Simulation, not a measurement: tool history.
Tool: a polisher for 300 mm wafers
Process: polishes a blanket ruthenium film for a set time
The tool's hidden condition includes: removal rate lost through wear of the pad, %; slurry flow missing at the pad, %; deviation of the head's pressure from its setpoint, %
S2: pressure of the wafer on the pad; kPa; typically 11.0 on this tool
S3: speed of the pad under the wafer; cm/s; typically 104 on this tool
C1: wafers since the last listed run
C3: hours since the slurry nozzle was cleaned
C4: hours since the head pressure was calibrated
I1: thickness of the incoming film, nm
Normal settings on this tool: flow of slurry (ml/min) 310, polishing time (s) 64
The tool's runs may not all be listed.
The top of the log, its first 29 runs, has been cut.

Run 30, day 17.792: usual settings but flow of slurry (ml/min) 205, polishing time (s) 44; C1 167; wafers polished on this pad 721; C3 87.1; C4 184.9; I1 349.4. Result: film removed (nm) 43.6.
Run 31, day 18.358: usual settings but S2 13.1 kPa; C1 146; wafers polished on this pad 867; C3 100.7; C4 198.5; I1 357.4. Result: film removed (nm) 72.3.
Run 32, day 18.862: usual settings but S3 90 cm/s, polishing time (s) 58; C1 130; wafers polished on this pad 997; C3 112.8; C4 210.6; I1 352.9. Result: film removed (nm) 53.8.
Run 33, day 19.317: usual settings; C1 117; wafers polished on this pad 1114; C3 123.7; C4 221.5; I1 356.6. Result: film removed (nm) 65.5.
Run 34, day 19.746: usual settings; C1 110; wafers polished on this pad 1225; C3 134.0; C4 231.8; I1 354.6. Result: film removed (nm) 64.5.
At day 20.254: worn pad replaced by a new one.
Run 35, day 20.371: usual settings; C1 118; wafers polished on this pad 29; C3 149.0; C4 246.8; I1 355.3. Result: film removed (nm) 64.5.
Run 36, day 20.875: usual settings but flow of slurry (ml/min) 415, S3 84 cm/s; C1 130; wafers polished on this pad 159; C3 161.1; C4 258.9; I1 350.5. Result: film removed (nm) 58.8.
Run 37, day 21.138: usual settings but flow of slurry (ml/min) 245, polishing time (s) 46; C1 67; wafers polished on this pad 227; C3 167.4; C4 265.2; I1 349.3. Result: film removed (nm) 45.8.

Here are 5 independent what-if runs from the current tool condition. What would each one return?
Run A, day 21.154: usual settings; C1 4; wafers polished on this pad 231; C3 167.8; C4 265.6; I1 347.4. Result: film removed (nm) ?.
Run B, day 21.154: usual settings but flow of slurry (ml/min) 395, S2 8.3 kPa, S3 90 cm/s, polishing time (s) 71; C1 4; wafers polished on this pad 231; C3 167.8; C4 265.6; I1 347.4. Result: film removed (nm) ?.
Run C, day 21.154: usual settings but flow of slurry (ml/min) 420, polishing time (s) 56; C1 4; wafers polished on this pad 231; C3 167.8; C4 265.6; I1 347.4. Result: film removed (nm) ?.
Run D, day 21.154: usual settings but polishing time (s) 73; C1 4; wafers polished on this pad 231; C3 167.8; C4 265.6; I1 347.4. Result: film removed (nm) ?.
Run E, day 21.154: usual settings but flow of slurry (ml/min) 260, S3 68 cm/s; C1 4; wafers polished on this pad 231; C3 167.8; C4 265.6; I1 347.4. Result: film removed (nm) ?.

run  film removed (nm)
  A               65.9
  B               57.4
  C               59.1
  D               75.1
  E               51.2
Without the tool's unlogged condition, the same runs would have read:
run  film removed (nm)
  A               65.9
  B               57.4
  C               59.1
  D               75.1
  E               51.2
